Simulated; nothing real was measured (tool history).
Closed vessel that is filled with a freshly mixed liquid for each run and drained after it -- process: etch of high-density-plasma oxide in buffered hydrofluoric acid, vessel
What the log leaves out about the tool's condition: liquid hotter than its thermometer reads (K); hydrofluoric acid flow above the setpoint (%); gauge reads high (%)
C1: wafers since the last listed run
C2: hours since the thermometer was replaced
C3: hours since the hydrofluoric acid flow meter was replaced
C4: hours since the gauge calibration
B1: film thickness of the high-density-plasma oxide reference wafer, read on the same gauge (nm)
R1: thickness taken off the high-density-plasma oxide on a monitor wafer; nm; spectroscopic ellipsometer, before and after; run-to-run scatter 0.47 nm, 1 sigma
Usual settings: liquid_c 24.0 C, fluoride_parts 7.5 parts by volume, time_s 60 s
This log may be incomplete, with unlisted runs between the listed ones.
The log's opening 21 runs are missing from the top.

Run 22, day 11.508: usual settings but liquid_c 28.0 C, fluoride_parts 6.0 parts by volume, time_s 30 s; C1 944; C2 247.4; C3 38.9; C4 109.5; B1 109.99. Result: R1 75.94 nm.
Run 23, day 11.779: usual settings but liquid_c 20.5 C; C1 697; C2 253.9; C3 45.4; C4 116.0; B1 110.02. Result: R1 81.68 nm.
Run 24, day 12.512: usual settings but liquid_c 26.5 C, time_s 40 s; C1 1889; C2 271.5; C3 63.0; C4 133.6; B1 110.01. Result: R1 76.07 nm.
Run 25, day 13.000: usual settings; C1 1256; C2 283.2; C3 74.7; C4 145.3; B1 110.01. Result: R1 98.69 nm.
Run 26, day 13.592: usual settings; C1 1524; C2 297.4; C3 88.9; C4 159.5; B1 110.02. Result: R1 99.80 nm.
Run 27, day 14.054: usual settings; C1 1191; C2 308.5; C3 100.0; C4 170.6; B1 109.97. Result: R1 100.66 nm.
Run 28, day 14.712: usual settings but fluoride_parts 5.0 parts by volume, time_s 85 s; C1 1696; C2 324.3; C3 115.8; C4 186.4; B1 110.01. Result: R1 203.99 nm.
Run 29, day 15.471: usual settings but fluoride_parts 9.0 parts by volume, time_s 85 s; C1 1954; C2 342.5; C3 134.0; C4 204.6; B1 110.00. Result: R1 116.52 nm.
Run 30, day 15.854: usual settings but liquid_c 26.0 C; C1 987; C2 351.7; C3 143.2; C4 213.8; B1 110.01. Result: R1 112.07 nm.
Run 31, day 16.338: usual settings but fluoride_parts 5.0 parts by volume; C1 1245; C2 363.3; C3 154.8; C4 225.4; B1 109.98. Result: R1 143.04 nm.

Here are 4 independent what-if runs from the current tool condition. What would each one return?
Run A, day 16.367: usual settings; C1 75; C2 364.0; C3 155.5; C4 226.1; B1 ?. Result: R1 ?.
Run B, day 16.367: usual settings but fluoride_parts 6.5 parts by volume, time_s 40 s; C1 75; C2 364.0; C3 155.5; C4 226.1; B1 ?. Result: R1 ?.
Run C, day 16.367: usual settings but time_s 70 s; C1 75; C2 364.0; C3 155.5; C4 226.1; B1 ?. Result: R1 ?.
Run D, day 16.367: usual settings but liquid_c 22.5 C; C1 75; C2 364.0; C3 155.5; C4 226.1; B1 ?. Result: R1 ?.

run      B1      R1
  A  109.99  100.39
  B  109.99   76.68
  C  109.99  117.12
  D  109.99   92.51
Had the tool no hidden state, the same runs would have come out as:
run      R1
  A   95.22
  B   72.93
  C  111.09
  D   87.72

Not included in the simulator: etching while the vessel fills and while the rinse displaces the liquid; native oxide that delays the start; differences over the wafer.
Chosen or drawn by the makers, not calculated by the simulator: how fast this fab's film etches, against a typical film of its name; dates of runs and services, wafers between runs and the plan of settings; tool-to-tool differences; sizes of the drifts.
